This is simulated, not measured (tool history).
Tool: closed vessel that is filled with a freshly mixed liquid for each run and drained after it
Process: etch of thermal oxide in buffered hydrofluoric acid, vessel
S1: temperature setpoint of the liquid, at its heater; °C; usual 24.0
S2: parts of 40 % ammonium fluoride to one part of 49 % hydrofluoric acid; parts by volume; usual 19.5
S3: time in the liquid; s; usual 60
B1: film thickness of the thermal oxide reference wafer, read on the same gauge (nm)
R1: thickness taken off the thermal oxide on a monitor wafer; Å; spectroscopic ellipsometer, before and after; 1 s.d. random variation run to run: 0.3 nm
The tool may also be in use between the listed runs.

| run | hour | S1 | S2 | S3 | B1 | R1 |
|---|---|---|---|---|---|---|
| 1 | 0.0 | 20.5 | 19.5 | 60 | 119.99 | 258.4 |
| 2 | 26.0 | 20.5 | 19.5 | 60 | 120.05 | 256.5 |
| 3 | 49.5 | 24.0 | 19.5 | 60 | 120.05 | 311.8 |
| 4 | 83.8 | 24.0 | 19.5 | 60 | 120.03 | 308.9 |
| 5 | 107.7 | 24.0 | 19.5 | 60 | 119.98 | 307.8 |
| 6 | 126.6 | 24.0 | 19.5 | 60 | 119.98 | 306.8 |
| 7 | 140.3 | 22.5 | 25.5 | 60 | 120.02 | 239.6 |
| 8 | 174.3 | 24.0 | 19.5 | 60 | 119.97 | 306.3 |
| 9 | 203.7 | 24.0 | 19.5 | 60 | 119.99 | 306.8 |
| 10 | 236.9 | 24.0 | 19.5 | 60 | 120.00 | 306.2 |
| 11 | 256.7 | 24.0 | 19.5 | 60 | 119.95 | 301.8 |
| 12 | 282.3 | 24.0 | 19.5 | 60 | 119.99 | 307.3 |
| 13 | 312.1 | 24.0 | 19.5 | 60 | 119.96 | 300.3 |
|  | 335.1 | gauge calibrated |
| 14 | 341.8 | 20.0 | 24.5 | 60 | 119.97 | 209.3 |
| 15 | 365.3 | 20.0 | 24.5 | 60 | 120.00 | 206.9 |
| 16 | 384.2 | 28.5 | 19.5 | 60 | 120.01 | 380.0 |
| 17 | 403.7 | 28.0 | 19.5 | 80 | 119.97 | 503.6 |
| 18 | 437.7 | 24.0 | 15.0 | 60 | 120.04 | 383.8 |
| 19 | 454.3 | 24.0 | 15.0 | 60 | 120.02 | 382.8 |
| 20 | 479.0 | 19.0 | 26.5 | 35 | 120.02 | 109.5 |
| 21 | 494.5 | 24.0 | 19.5 | 60 | 119.97 | 296.5 |
|  | 521.2 | thermometer replaced |
| 22 | 546.4 | 28.0 | 19.5 | 60 | 119.94 | 362.9 |
| 23 | 559.2 | 24.0 | 27.5 | 90 | 119.97 | 347.5 |
| 24 | 589.5 | 22.5 | 23.5 | 40 | 119.97 | 159.9 |
| 25 | 604.4 | 21.5 | 19.5 | 75 | 119.96 | 317.8 |
|  | 608.0 | hydrofluoric acid flow meter replaced |
| 26 | 639.1 | 20.0 | 24.5 | 60 | 119.97 | 220.9 |
| 27 | 653.0 | 24.0 | 19.5 | 60 | 120.00 | 323.5 |
| 28 | 671.0 | 21.0 | 17.5 | 35 | 119.95 | 177.6 |
| 29 | 694.3 | 20.5 | 19.5 | 85 | 119.96 | 380.2 |
| 30 | 721.1 | 19.5 | 23.0 | 90 | 119.97 | 332.1 |
| 31 | 793.7 | 19.0 | 14.0 | 60 | 120.01 | 331.6 |
| 32 | 816.4 | 22.5 | 12.0 | 60 | 120.00 | 479.8 |

5 ways to go on from here, each from the tool as it stands after run 32. What would each give?
| A | 817.1 | 24.0 | 19.5 | 60 | ? | ? |
| B | 817.1 | 24.0 | 23.5 | 35 | ? | ? |
| C | 817.1 | 22.0 | 23.5 | 60 | ? | ? |
| D | 817.1 | 26.0 | 19.5 | 50 | ? | ? |
| E | 817.1 | 19.0 | 16.5 | 35 | ? | ? |

| run | B1 | R1 |
|---|---|---|
| A | 119.99 | 314.5 |
| B | 119.99 | 161.3 |
| C | 119.99 | 247.7 |
| D | 119.99 | 292.2 |
| E | 119.99 | 163.1 |
What these runs would have given with no unlogged condition in the tool:
| run | R1 |
|---|---|
| A | 326.0 |
| B | 166.0 |
| C | 254.8 |
| D | 302.9 |
| E | 169.8 |
